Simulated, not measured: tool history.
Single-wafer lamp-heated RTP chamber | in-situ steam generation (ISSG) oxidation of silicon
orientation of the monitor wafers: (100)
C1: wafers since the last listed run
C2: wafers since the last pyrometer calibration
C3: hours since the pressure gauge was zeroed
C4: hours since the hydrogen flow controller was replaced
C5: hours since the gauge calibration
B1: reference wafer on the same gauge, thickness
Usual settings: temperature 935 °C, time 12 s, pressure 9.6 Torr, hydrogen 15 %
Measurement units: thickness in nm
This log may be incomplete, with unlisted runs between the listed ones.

{"run": 1, "hour": 0.0, "temperature": 935, "time": 12, "pressure": 9.6, "hydrogen": 20, "C1": 0, "C2": 3666, "C3": 2660.0, "C4": 4256.0, "C5": 144.6, "B1": 3.251, "thickness": 3.361}
{"run": 2, "hour": 60.9, "temperature": 935, "time": 12, "pressure": 9.6, "hydrogen": 20, "C1": 366, "C2": 4032, "C3": 2720.9, "C4": 4316.9, "C5": 205.5, "B1": 3.249, "thickness": 3.367}
{"run": 3, "hour": 105.9, "temperature": 935, "time": 12, "pressure": 9.6, "hydrogen": 20, "C1": 270, "C2": 4302, "C3": 2765.9, "C4": 4361.9, "C5": 250.5, "B1": 3.249, "thickness": 3.365}
{"run": 4, "hour": 167.6, "temperature": 935, "time": 12, "pressure": 9.6, "hydrogen": 21, "C1": 371, "C2": 4674, "C3": 2827.6, "C4": 4423.6, "C5": 312.2, "B1": 3.25, "thickness": 3.413}
{"run": 5, "hour": 235.1, "temperature": 935, "time": 12, "pressure": 9.6, "hydrogen": 15, "C1": 405, "C2": 5079, "C3": 2895.1, "C4": 4491.1, "C5": 379.7, "B1": 3.249, "thickness": 3.167}
{"hour": 305.9, "done": "pyrometer window cleaned and pyrometer calibrated"}
{"run": 6, "hour": 306.4, "temperature": 935, "time": 12, "pressure": 9.6, "hydrogen": 15, "C1": 380, "C2": 3, "C3": 2966.4, "C4": 4562.4, "C5": 451.0, "B1": 3.25, "thickness": 3.133}
{"run": 7, "hour": 355.1, "temperature": 935, "time": 12, "pressure": 9.6, "hydrogen": 15, "C1": 292, "C2": 295, "C3": 3015.1, "C4": 4611.1, "C5": 499.7, "B1": 3.25, "thickness": 3.139}
{"run": 8, "hour": 406.8, "temperature": 935, "time": 14, "pressure": 8.6, "hydrogen": 15, "C1": 310, "C2": 606, "C3": 3066.8, "C4": 4662.8, "C5": 551.4, "B1": 3.249, "thickness": 3.366}
{"run": 9, "hour": 446.1, "temperature": 935, "time": 14, "pressure": 8.6, "hydrogen": 15, "C1": 236, "C2": 843, "C3": 3106.1, "C4": 4702.1, "C5": 590.7, "B1": 3.251, "thickness": 3.355}
{"run": 10, "hour": 514.0, "temperature": 928, "time": 12, "pressure": 9.6, "hydrogen": 15, "C1": 408, "C2": 1251, "C3": 3174.0, "C4": 4770.0, "C5": 658.6, "B1": 3.252, "thickness": 3.094}
{"run": 11, "hour": 568.7, "temperature": 935, "time": 12, "pressure": 9.6, "hydrogen": 15, "C1": 328, "C2": 1580, "C3": 3228.7, "C4": 4824.7, "C5": 713.3, "B1": 3.25, "thickness": 3.15}
{"run": 12, "hour": 611.8, "temperature": 935, "time": 12, "pressure": 9.6, "hydrogen": 15, "C1": 259, "C2": 1839, "C3": 3271.8, "C4": 4867.8, "C5": 756.4, "B1": 3.251, "thickness": 3.148}
{"hour": 627.1, "done": "pressure gauge zeroed"}
{"run": 13, "hour": 646.3, "temperature": 935, "time": 12, "pressure": 9.6, "hydrogen": 15, "C1": 159, "C2": 1998, "C3": 19.2, "C4": 4902.3, "C5": 790.9, "B1": 3.25, "thickness": 3.155}
{"run": 14, "hour": 708.4, "temperature": 935, "time": 7, "pressure": 9.2, "hydrogen": 25, "C1": 373, "C2": 2372, "C3": 81.3, "C4": 4964.4, "C5": 853.0, "B1": 3.252, "thickness": 2.969}
{"hour": 726.1, "done": "gauge calibrated"}
{"run": 15, "hour": 820.6, "temperature": 935, "time": 14, "pressure": 9.6, "hydrogen": 22, "C1": 674, "C2": 3047, "C3": 193.5, "C4": 5076.6, "C5": 94.5, "B1": 3.252, "thickness": 3.631}
{"run": 16, "hour": 892.2, "temperature": 935, "time": 12, "pressure": 9.6, "hydrogen": 15, "C1": 430, "C2": 3477, "C3": 265.1, "C4": 5148.2, "C5": 166.1, "B1": 3.25, "thickness": 3.159}
{"run": 17, "hour": 937.3, "temperature": 951, "time": 12, "pressure": 9.6, "hydrogen": 15, "C1": 271, "C2": 3748, "C3": 310.2, "C4": 5193.3, "C5": 211.2, "B1": 3.249, "thickness": 3.268}
{"hour": 969.4, "done": "hydrogen flow controller replaced"}
{"run": 18, "hour": 985.0, "temperature": 935, "time": 12, "pressure": 10.2, "hydrogen": 15, "C1": 238, "C2": 3987, "C3": 357.9, "C4": 15.6, "C5": 258.9, "B1": 3.249, "thickness": 3.13}
{"run": 19, "hour": 1047.3, "temperature": 922, "time": 15, "pressure": 9.6, "hydrogen": 15, "C1": 374, "C2": 4362, "C3": 420.2, "C4": 77.9, "C5": 321.2, "B1": 3.249, "thickness": 3.324}
{"hour": 1065.5, "done": "pyrometer window cleaned and pyrometer calibrated"}
{"run": 20, "hour": 1086.9, "temperature": 918, "time": 12, "pressure": 9.6, "hydrogen": 15, "C1": 190, "C2": 128, "C3": 459.8, "C4": 117.5, "C5": 360.8, "B1": 3.25, "thickness": 3.023}
{"run": 21, "hour": 1116.4, "temperature": 941, "time": 12, "pressure": 9.6, "hydrogen": 21, "C1": 177, "C2": 306, "C3": 489.3, "C4": 147.0, "C5": 390.3, "B1": 3.251, "thickness": 3.426}
{"run": 22, "hour": 1183.4, "temperature": 935, "time": 12, "pressure": 9.6, "hydrogen": 15, "C1": 402, "C2": 709, "C3": 556.3, "C4": 214.0, "C5": 457.3, "B1": 3.251, "thickness": 3.136}
{"run": 23, "hour": 1241.4, "temperature": 928, "time": 13, "pressure": 9.2, "hydrogen": 15, "C1": 348, "C2": 1058, "C3": 614.3, "C4": 272.0, "C5": 515.3, "B1": 3.25, "thickness": 3.21}
{"run": 24, "hour": 1306.6, "temperature": 948, "time": 12, "pressure": 10.2, "hydrogen": 15, "C1": 392, "C2": 1450, "C3": 679.5, "C4": 337.2, "C5": 580.5, "B1": 3.25, "thickness": 3.21}
{"run": 25, "hour": 1478.0, "temperature": 927, "time": 12, "pressure": 9.6, "hydrogen": 19, "C1": 1030, "C2": 2480, "C3": 850.9, "C4": 508.6, "C5": 751.9, "B1": 3.25, "thickness": 3.26}

Branching from run 25: 3 alternative next runs. What would each branch give?
{"run": "A", "hour": 1478.4, "temperature": 948, "time": 12, "pressure": 9.6, "hydrogen": 15, "C1": 2, "C2": 2483, "C3": 851.3, "C4": 509.0, "C5": 752.3, "B1": "?", "thickness": "?"}
{"run": "B", "hour": 1478.4, "temperature": 947, "time": 9, "pressure": 8.8, "hydrogen": 23, "C1": 2, "C2": 2483, "C3": 851.3, "C4": 509.0, "C5": 752.3, "B1": "?", "thickness": "?"}
{"run": "C", "hour": 1478.4, "temperature": 948, "time": 13, "pressure": 10.2, "hydrogen": 12, "C1": 2, "C2": 2483, "C3": 851.3, "C4": 509.0, "C5": 752.3, "B1": "?", "thickness": "?"}

run=A B1=3.250 thickness=3.247
run=B B1=3.250 thickness=3.260
run=C B1=3.250 thickness=3.163
The same runs, with their run-to-run variation unchanged, on a tool lacking any hidden condition would have given:
run=A thickness=3.228
run=B thickness=3.242
run=C thickness=3.143
